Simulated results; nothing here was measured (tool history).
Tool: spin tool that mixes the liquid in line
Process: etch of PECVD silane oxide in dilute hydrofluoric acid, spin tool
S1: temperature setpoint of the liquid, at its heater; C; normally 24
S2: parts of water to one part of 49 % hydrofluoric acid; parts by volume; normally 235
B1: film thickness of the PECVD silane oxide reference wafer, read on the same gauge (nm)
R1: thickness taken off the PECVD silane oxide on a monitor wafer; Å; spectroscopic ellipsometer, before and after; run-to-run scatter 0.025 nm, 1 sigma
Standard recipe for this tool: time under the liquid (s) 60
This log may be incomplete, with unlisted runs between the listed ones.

{"run": 1, "hour": 0.0, "S1": 20.5, "S2": 235, "time under the liquid (s)": 50, "B1": 69.98, "R1": 36.7}
{"run": 2, "hour": 97.0, "S1": 20.5, "S2": 235, "time under the liquid (s)": 50, "B1": 70, "R1": 37}
{"run": 3, "hour": 179.3, "S1": 24, "S2": 235, "time under the liquid (s)": 60, "B1": 70.02, "R1": 49.9}
{"hour": 309.8, "done": "hydrofluoric acid flow meter replaced"}
{"hour": 366.8, "done": "gauge calibrated"}
{"run": 4, "hour": 429.8, "S1": 24, "S2": 235, "time under the liquid (s)": 60, "B1": 69.97, "R1": 50.7}
{"run": 5, "hour": 529.2, "S1": 24, "S2": 280, "time under the liquid (s)": 60, "B1": 69.98, "R1": 41.1}
{"run": 6, "hour": 628.9, "S1": 24, "S2": 235, "time under the liquid (s)": 60, "B1": 69.99, "R1": 50.9}
{"run": 7, "hour": 701.5, "S1": 23, "S2": 235, "time under the liquid (s)": 60, "B1": 69.98, "R1": 48.5}
{"run": 8, "hour": 767.6, "S1": 23, "S2": 235, "time under the liquid (s)": 60, "B1": 70, "R1": 48.7}
{"run": 9, "hour": 857.5, "S1": 23, "S2": 235, "time under the liquid (s)": 60, "B1": 69.98, "R1": 48.9}
{"run": 10, "hour": 953.3, "S1": 24, "S2": 235, "time under the liquid (s)": 60, "B1": 70, "R1": 50.4}
{"hour": 1012.7, "done": "thermometer replaced"}
{"run": 11, "hour": 1032.5, "S1": 24, "S2": 235, "time under the liquid (s)": 60, "B1": 70.03, "R1": 50.4}
{"run": 12, "hour": 1116.6, "S1": 24, "S2": 235, "time under the liquid (s)": 60, "B1": 70.02, "R1": 50}
{"run": 13, "hour": 1188.1, "S1": 26, "S2": 235, "time under the liquid (s)": 60, "B1": 70, "R1": 53.4}
{"run": 14, "hour": 1414.2, "S1": 25.5, "S2": 300, "time under the liquid (s)": 60, "B1": 70.02, "R1": 38.5}
{"run": 15, "hour": 1456.5, "S1": 24, "S2": 235, "time under the liquid (s)": 60, "B1": 69.99, "R1": 50}
{"run": 16, "hour": 1523.1, "S1": 24, "S2": 235, "time under the liquid (s)": 60, "B1": 70, "R1": 49.8}
{"hour": 1538.1, "done": "hydrofluoric acid flow meter replaced"}
{"run": 17, "hour": 1568.3, "S1": 24, "S2": 235, "time under the liquid (s)": 45, "B1": 69.98, "R1": 38.6}
{"run": 18, "hour": 1639.1, "S1": 24, "S2": 235, "time under the liquid (s)": 85, "B1": 70, "R1": 72}
{"run": 19, "hour": 1727.7, "S1": 24, "S2": 175, "time under the liquid (s)": 30, "B1": 70, "R1": 36.3}
{"run": 20, "hour": 1822.3, "S1": 24, "S2": 235, "time under the liquid (s)": 60, "B1": 70.02, "R1": 50.8}
{"run": 21, "hour": 1869.1, "S1": 24, "S2": 235, "time under the liquid (s)": 80, "B1": 70, "R1": 67.6}
{"run": 22, "hour": 1931.7, "S1": 28, "S2": 235, "time under the liquid (s)": 60, "B1": 70, "R1": 58.3}
{"run": 23, "hour": 2001.6, "S1": 24, "S2": 120, "time under the liquid (s)": 60, "B1": 69.96, "R1": 112.2}
{"run": 24, "hour": 2289.5, "S1": 27.5, "S2": 340, "time under the liquid (s)": 75, "B1": 70, "R1": 44.3}
{"run": 25, "hour": 2388.6, "S1": 24, "S2": 330, "time under the liquid (s)": 60, "B1": 69.99, "R1": 32.6}
{"run": 26, "hour": 2452.7, "S1": 24, "S2": 310, "time under the liquid (s)": 70, "B1": 70, "R1": 40.9}
{"run": 27, "hour": 2521.2, "S1": 25.5, "S2": 320, "time under the liquid (s)": 30, "B1": 70, "R1": 17.9}
{"run": 28, "hour": 2584.3, "S1": 27, "S2": 335, "time under the liquid (s)": 80, "B1": 69.99, "R1": 47}
{"run": 29, "hour": 2691.0, "S1": 28, "S2": 315, "time under the liquid (s)": 25, "B1": 70.01, "R1": 16.4}
{"run": 30, "hour": 2753.6, "S1": 26.5, "S2": 120, "time under the liquid (s)": 25, "B1": 70.01, "R1": 51.5}
{"run": 31, "hour": 2796.9, "S1": 24, "S2": 345, "time under the liquid (s)": 85, "B1": 69.98, "R1": 43.5}
{"run": 32, "hour": 2837.1, "S1": 24, "S2": 155, "time under the liquid (s)": 60, "B1": 70, "R1": 82.5}

5 ways to go on from here, each from the tool as it stands after run 32. What would each give?
{"run": "A", "hour": 2837.5, "S1": 24, "S2": 305, "time under the liquid (s)": 60, "B1": "?", "R1": "?"}
{"run": "B", "hour": 2837.5, "S1": 20, "S2": 160, "time under the liquid (s)": 60, "B1": "?", "R1": "?"}
{"run": "C", "hour": 2837.5, "S1": 19, "S2": 150, "time under the liquid (s)": 30, "B1": "?", "R1": "?"}
{"run": "D", "hour": 2837.5, "S1": 27.5, "S2": 145, "time under the liquid (s)": 85, "B1": "?", "R1": "?"}
{"run": "E", "hour": 2837.5, "S1": 19.5, "S2": 235, "time under the liquid (s)": 60, "B1": "?", "R1": "?"}

run=A B1=69.99 R1=35.8
run=B B1=69.99 R1=68.2
run=C B1=69.99 R1=35.3
run=D B1=69.99 R1=144.3
run=E B1=69.99 R1=42.2
Stripped of hidden state, with their random variation kept, the same runs would have yielded:
run=A R1=36.7
run=B R1=69.8
run=C R1=36.1
run=D R1=147.8
run=E R1=43.3

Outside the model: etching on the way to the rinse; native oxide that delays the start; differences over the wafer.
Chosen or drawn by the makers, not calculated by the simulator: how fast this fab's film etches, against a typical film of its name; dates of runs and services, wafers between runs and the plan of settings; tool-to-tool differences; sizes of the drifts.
